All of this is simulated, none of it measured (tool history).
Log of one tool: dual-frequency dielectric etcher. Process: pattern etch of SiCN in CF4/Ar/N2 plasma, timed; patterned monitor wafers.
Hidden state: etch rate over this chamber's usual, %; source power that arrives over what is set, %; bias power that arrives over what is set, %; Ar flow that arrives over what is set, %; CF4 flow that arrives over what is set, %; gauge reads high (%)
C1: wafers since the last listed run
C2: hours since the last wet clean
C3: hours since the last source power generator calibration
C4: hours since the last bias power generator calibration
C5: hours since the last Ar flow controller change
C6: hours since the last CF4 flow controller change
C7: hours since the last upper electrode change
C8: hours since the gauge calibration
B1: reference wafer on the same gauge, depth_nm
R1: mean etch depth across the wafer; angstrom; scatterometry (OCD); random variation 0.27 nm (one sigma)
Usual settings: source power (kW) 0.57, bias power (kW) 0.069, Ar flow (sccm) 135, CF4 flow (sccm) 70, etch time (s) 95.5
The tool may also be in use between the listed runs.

{"run": 1, "hour": 0.0, "source power (kW)": 0.57, "bias power (kW)": 0.069, "Ar flow (sccm)": 135, "CF4 flow (sccm)": 70, "etch time (s)": 95.5, "C1": 0, "C2": 64.3, "C3": 1218.2, "C4": 2051.8, "C5": 3749.1, "C6": 3757.7, "C7": 6153.5, "C8": 42.3, "B1": 78, "R1": 854}
{"run": 2, "hour": 107.7, "source power (kW)": 0.57, "bias power (kW)": 0.069, "Ar flow (sccm)": 135, "CF4 flow (sccm)": 70, "etch time (s)": 95.5, "C1": 1447, "C2": 172, "C3": 1325.9, "C4": 2159.5, "C5": 3856.8, "C6": 3865.4, "C7": 6261.2, "C8": 150, "B1": 78, "R1": 860}
{"run": 3, "hour": 163.4, "source power (kW)": 0.57, "bias power (kW)": 0.069, "Ar flow (sccm)": 135, "CF4 flow (sccm)": 70, "etch time (s)": 95.5, "C1": 748, "C2": 227.7, "C3": 1381.6, "C4": 2215.2, "C5": 3912.5, "C6": 3921.1, "C7": 6316.9, "C8": 205.7, "B1": 78.1, "R1": 855}
{"run": 4, "hour": 243.0, "source power (kW)": 0.57, "bias power (kW)": 0.069, "Ar flow (sccm)": 135, "CF4 flow (sccm)": 70, "etch time (s)": 95.5, "C1": 1070, "C2": 307.3, "C3": 1461.2, "C4": 2294.8, "C5": 3992.1, "C6": 4000.7, "C7": 6396.5, "C8": 285.3, "B1": 78, "R1": 851}
{"hour": 312.8, "done": "CF4 flow controller replaced"}
{"run": 5, "hour": 318.2, "source power (kW)": 0.57, "bias power (kW)": 0.069, "Ar flow (sccm)": 135, "CF4 flow (sccm)": 70, "etch time (s)": 95.5, "C1": 930, "C2": 382.5, "C3": 1536.4, "C4": 2370, "C5": 4067.3, "C6": 5.4, "C7": 6471.7, "C8": 360.5, "B1": 78, "R1": 849}
{"hour": 328.9, "done": "Ar flow controller replaced"}
{"hour": 395.4, "done": "wet clean of the chamber"}
{"hour": 407.1, "done": "upper electrode replaced"}
{"run": 6, "hour": 407.6, "source power (kW)": 0.57, "bias power (kW)": 0.069, "Ar flow (sccm)": 135, "CF4 flow (sccm)": 70, "etch time (s)": 95.5, "C1": 642, "C2": 12.2, "C3": 1625.8, "C4": 2459.4, "C5": 78.7, "C6": 94.8, "C7": 0.5, "C8": 449.9, "B1": 78.1, "R1": 854}
{"hour": 428.8, "done": "source power generator calibrated"}
{"run": 7, "hour": 445.3, "source power (kW)": 0.57, "bias power (kW)": 0.069, "Ar flow (sccm)": 135, "CF4 flow (sccm)": 83, "etch time (s)": 95.5, "C1": 453, "C2": 49.9, "C3": 16.5, "C4": 2497.1, "C5": 116.4, "C6": 132.5, "C7": 38.2, "C8": 487.6, "B1": 78, "R1": 909}
{"run": 8, "hour": 552.0, "source power (kW)": 0.57, "bias power (kW)": 0.069, "Ar flow (sccm)": 119, "CF4 flow (sccm)": 70, "etch time (s)": 95.5, "C1": 1434, "C2": 156.6, "C3": 123.2, "C4": 2603.8, "C5": 223.1, "C6": 239.2, "C7": 144.9, "C8": 594.3, "B1": 78, "R1": 911}
{"hour": 582.8, "done": "bias power generator calibrated"}
{"run": 9, "hour": 615.4, "source power (kW)": 0.57, "bias power (kW)": 0.064, "Ar flow (sccm)": 111, "CF4 flow (sccm)": 70, "etch time (s)": 95.5, "C1": 798, "C2": 220, "C3": 186.6, "C4": 32.6, "C5": 286.5, "C6": 302.6, "C7": 208.3, "C8": 657.7, "B1": 77.9, "R1": 891}
{"run": 10, "hour": 689.2, "source power (kW)": 0.7, "bias power (kW)": 0.076, "Ar flow (sccm)": 135, "CF4 flow (sccm)": 70, "etch time (s)": 95.5, "C1": 992, "C2": 293.8, "C3": 260.4, "C4": 106.4, "C5": 360.3, "C6": 376.4, "C7": 282.1, "C8": 731.5, "B1": 78, "R1": 1098}
{"hour": 698.5, "done": "gauge calibrated"}
{"run": 11, "hour": 730.3, "source power (kW)": 0.57, "bias power (kW)": 0.062, "Ar flow (sccm)": 135, "CF4 flow (sccm)": 70, "etch time (s)": 95.5, "C1": 552, "C2": 334.9, "C3": 301.5, "C4": 147.5, "C5": 401.4, "C6": 417.5, "C7": 323.2, "C8": 31.8, "B1": 78, "R1": 833}
{"run": 12, "hour": 796.9, "source power (kW)": 0.57, "bias power (kW)": 0.069, "Ar flow (sccm)": 135, "CF4 flow (sccm)": 70, "etch time (s)": 95.5, "C1": 895, "C2": 401.5, "C3": 368.1, "C4": 214.1, "C5": 468, "C6": 484.1, "C7": 389.8, "C8": 98.4, "B1": 78, "R1": 871}
{"hour": 868.3, "done": "wet clean of the chamber"}
{"run": 13, "hour": 884.4, "source power (kW)": 0.57, "bias power (kW)": 0.069, "Ar flow (sccm)": 135, "CF4 flow (sccm)": 70, "etch time (s)": 95.5, "C1": 853, "C2": 16.1, "C3": 455.6, "C4": 301.6, "C5": 555.5, "C6": 571.6, "C7": 477.3, "C8": 185.9, "B1": 78, "R1": 862}
{"run": 14, "hour": 990.9, "source power (kW)": 0.44, "bias power (kW)": 0.069, "Ar flow (sccm)": 135, "CF4 flow (sccm)": 70, "etch time (s)": 111, "C1": 1431, "C2": 122.6, "C3": 562.1, "C4": 408.1, "C5": 662, "C6": 678.1, "C7": 583.8, "C8": 292.4, "B1": 78, "R1": 808}

The tool's hidden state at each run:
etch rate over this chamber's usual, %: 0 in every run
bias power that arrives over what is set, %: 0 in every run
Ar flow that arrives over what is set, %: 0 in every run
CF4 flow that arrives over what is set, %: 0 in every run
gauge reads high (%): 0 in every run
H1: source power that arrives over what is set, %
run=1 H1=-4.13
run=2 H1=-4.25
run=3 H1=-4.3
run=4 H1=-4.36
run=5 H1=-4.42
run=6 H1=-4.47
run=7 H1=-0.0511
run=8 H1=-0.798
run=9 H1=-1.19
run=10 H1=-1.59
run=11 H1=-1.8
run=12 H1=-2.1
run=13 H1=-2.46
run=14 H1=-2.83

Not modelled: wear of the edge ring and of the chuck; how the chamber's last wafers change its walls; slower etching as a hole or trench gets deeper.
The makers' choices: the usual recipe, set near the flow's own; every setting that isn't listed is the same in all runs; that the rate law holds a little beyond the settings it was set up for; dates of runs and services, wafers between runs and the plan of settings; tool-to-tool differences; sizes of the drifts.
